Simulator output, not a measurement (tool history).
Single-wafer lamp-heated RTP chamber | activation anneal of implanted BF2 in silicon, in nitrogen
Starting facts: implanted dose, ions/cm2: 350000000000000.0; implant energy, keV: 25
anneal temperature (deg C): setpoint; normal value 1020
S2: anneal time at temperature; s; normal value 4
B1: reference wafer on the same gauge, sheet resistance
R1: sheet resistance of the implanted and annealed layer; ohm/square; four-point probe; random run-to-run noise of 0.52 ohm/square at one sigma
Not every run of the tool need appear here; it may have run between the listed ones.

{"run": 1, "hour": 0.0, "anneal temperature (deg C)": 1020, "S2": 4, "B1": 300.6, "R1": 345.78}
{"hour": 51.9, "done": "reflector plate cleaned"}
{"run": 2, "hour": 69.7, "anneal temperature (deg C)": 1020, "S2": 4, "B1": 300.82, "R1": 343.91}
{"run": 3, "hour": 137.9, "anneal temperature (deg C)": 1020, "S2": 4, "B1": 301.03, "R1": 346.02}
{"run": 4, "hour": 178.6, "anneal temperature (deg C)": 1020, "S2": 4, "B1": 301.14, "R1": 345.92}
{"run": 5, "hour": 231.1, "anneal temperature (deg C)": 1020, "S2": 4, "B1": 301.45, "R1": 345.85}
{"run": 6, "hour": 272.9, "anneal temperature (deg C)": 1020, "S2": 4, "B1": 301.49, "R1": 345.31}
{"run": 7, "hour": 378.8, "anneal temperature (deg C)": 1020, "S2": 4, "B1": 301.88, "R1": 346.57}
{"hour": 422.2, "done": "pyrometer window cleaned and pyrometer calibrated"}
{"run": 8, "hour": 462.7, "anneal temperature (deg C)": 1020, "S2": 4, "B1": 302.16, "R1": 345.78}
{"run": 9, "hour": 562.3, "anneal temperature (deg C)": 1026, "S2": 3, "B1": 302.4, "R1": 345.9}
{"run": 10, "hour": 607.6, "anneal temperature (deg C)": 1026, "S2": 3, "B1": 302.54, "R1": 346.38}
{"run": 11, "hour": 672.3, "anneal temperature (deg C)": 1026, "S2": 3, "B1": 302.72, "R1": 347.78}
{"run": 12, "hour": 741.3, "anneal temperature (deg C)": 1020, "S2": 4, "B1": 302.96, "R1": 346.7}
{"run": 13, "hour": 843.9, "anneal temperature (deg C)": 1035, "S2": 4, "B1": 303.25, "R1": 346.28}
{"run": 14, "hour": 910.1, "anneal temperature (deg C)": 1020, "S2": 4, "B1": 303.4, "R1": 348.13}
{"hour": 918.3, "done": "pyrometer window cleaned and pyrometer calibrated"}
{"run": 15, "hour": 971.3, "anneal temperature (deg C)": 1020, "S2": 4, "B1": 303.61, "R1": 347.45}
{"hour": 1037.9, "done": "reflector plate cleaned"}
{"hour": 1049.3, "done": "gauge calibrated"}
{"run": 16, "hour": 1075.9, "anneal temperature (deg C)": 1020, "S2": 4, "B1": 300.08, "R1": 345.13}
{"run": 17, "hour": 1157.8, "anneal temperature (deg C)": 999, "S2": 4, "B1": 300.31, "R1": 347.83}
{"run": 18, "hour": 1238.5, "anneal temperature (deg C)": 1032, "S2": 3, "B1": 300.61, "R1": 344.87}
{"run": 19, "hour": 1312.5, "anneal temperature (deg C)": 999, "S2": 6, "B1": 300.84, "R1": 346.02}
{"hour": 1370.2, "done": "pyrometer window cleaned and pyrometer calibrated"}
{"run": 20, "hour": 1370.7, "anneal temperature (deg C)": 1004, "S2": 6, "B1": 300.97, "R1": 345.11}
{"run": 21, "hour": 1461.3, "anneal temperature (deg C)": 1048, "S2": 5, "B1": 301.25, "R1": 345.2}
{"run": 22, "hour": 1516.9, "anneal temperature (deg C)": 1020, "S2": 5, "B1": 301.52, "R1": 345.22}
{"run": 23, "hour": 1593.7, "anneal temperature (deg C)": 1020, "S2": 4, "B1": 301.8, "R1": 345.57}
{"run": 24, "hour": 1659.5, "anneal temperature (deg C)": 992, "S2": 3, "B1": 301.95, "R1": 351.54}
{"run": 25, "hour": 1744.2, "anneal temperature (deg C)": 1009, "S2": 3, "B1": 302.21, "R1": 347.6}
{"hour": 1776.8, "done": "pyrometer window cleaned and pyrometer calibrated"}
{"run": 26, "hour": 1817.5, "anneal temperature (deg C)": 1020, "S2": 4, "B1": 302.34, "R1": 346.82}
{"run": 27, "hour": 1906.5, "anneal temperature (deg C)": 995, "S2": 3, "B1": 302.74, "R1": 352.92}
{"run": 28, "hour": 1993.3, "anneal temperature (deg C)": 1020, "S2": 4, "B1": 302.94, "R1": 347.64}
{"hour": 2054.9, "done": "reflector plate cleaned"}
{"run": 29, "hour": 2098.4, "anneal temperature (deg C)": 1020, "S2": 4, "B1": 303.29, "R1": 347.21}
{"run": 30, "hour": 2150.4, "anneal temperature (deg C)": 1029, "S2": 5, "B1": 303.5, "R1": 347.05}
{"run": 31, "hour": 2207.0, "anneal temperature (deg C)": 1020, "S2": 4, "B1": 303.71, "R1": 348.08}
{"hour": 2257.6, "done": "pyrometer window cleaned and pyrometer calibrated"}
{"run": 32, "hour": 2294.6, "anneal temperature (deg C)": 1033, "S2": 3, "B1": 303.94, "R1": 349.06}
{"run": 33, "hour": 2373.7, "anneal temperature (deg C)": 1050, "S2": 3, "B1": 304.04, "R1": 349.21}

Pick out some run-to-run changes in R1. Of each, how much would a tool without hidden state show as well, from the settings, what came in and chance, and how much is left for the hidden state and any gauge scatter not in both results compared?
Hidden conditions of the tool in this case: true wafer temperature minus pyrometer reading, K; wafer temperature error from the tarnished reflector plate, K; gauge reads high (%).
Run 6 -> 7: nothing adjusted, nothing logged. R1 +1.26 ohm/square: hidden state +0.38, all else +0.88.
Run 8 -> 9: anneal temperature (deg C) 1020 -> 1026, S2 4 -> 3. R1 +0.12 ohm/square: hidden state +0.36, all else -0.24.
Run 15 -> 16: reflector plate cleaned, gauge calibrated. R1 -2.32 ohm/square: hidden state -4.01, all else +1.69.
Run 23 -> 24: anneal temperature (deg C) 1020 -> 992, S2 4 -> 3. R1 +5.97 ohm/square: hidden state +0.27, all else +5.70.
Run 26 -> 27: anneal temperature (deg C) 1020 -> 995, S2 4 -> 3. R1 +6.10 ohm/square: hidden state +0.36, all else +5.74.
Run 27 -> 28: anneal temperature (deg C) 995 -> 1020, S2 3 -> 4. R1 -5.28 ohm/square: hidden state +0.27, all else -5.55.

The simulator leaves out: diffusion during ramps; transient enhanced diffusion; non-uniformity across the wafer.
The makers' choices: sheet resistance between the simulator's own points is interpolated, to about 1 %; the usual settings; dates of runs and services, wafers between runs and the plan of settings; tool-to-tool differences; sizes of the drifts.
